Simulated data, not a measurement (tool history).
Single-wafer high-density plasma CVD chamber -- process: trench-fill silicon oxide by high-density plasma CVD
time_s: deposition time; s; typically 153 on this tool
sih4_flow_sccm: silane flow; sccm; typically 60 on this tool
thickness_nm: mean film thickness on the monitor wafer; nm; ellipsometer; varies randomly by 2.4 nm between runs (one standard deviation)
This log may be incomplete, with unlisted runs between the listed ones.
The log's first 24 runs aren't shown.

run,hour,time_s,sih4_flow_sccm,"read-back reference wafer on the same gauge, thickness_nm",thickness_nm
25,1413.9,153,53,919.986,799.353
26,1438.0,138,63,918.921,855.229
27,1509.4,153,60,920.561,907.957
28,1565.6,163,60,920.404,966.643
29,1632.9,164,71,920.015,1158.482
30,1678.6,129,66,918.682,847.217
# hour 1689.2: gauge calibrated
31,1730.0,182,49,920.939,888.661
32,1767.5,169,66,921.232,1111.374
33,1804.9,139,49,919.966,679.741

Forecast run 34:
34,1931.5,153,60,?,?

{"run 34": {"read-back reference wafer on the same gauge, thickness_nm": 919.856, "thickness_nm": 917.446}}
Had the tool carried no hidden state, the very same run would have given thickness_nm 895.457 nm.

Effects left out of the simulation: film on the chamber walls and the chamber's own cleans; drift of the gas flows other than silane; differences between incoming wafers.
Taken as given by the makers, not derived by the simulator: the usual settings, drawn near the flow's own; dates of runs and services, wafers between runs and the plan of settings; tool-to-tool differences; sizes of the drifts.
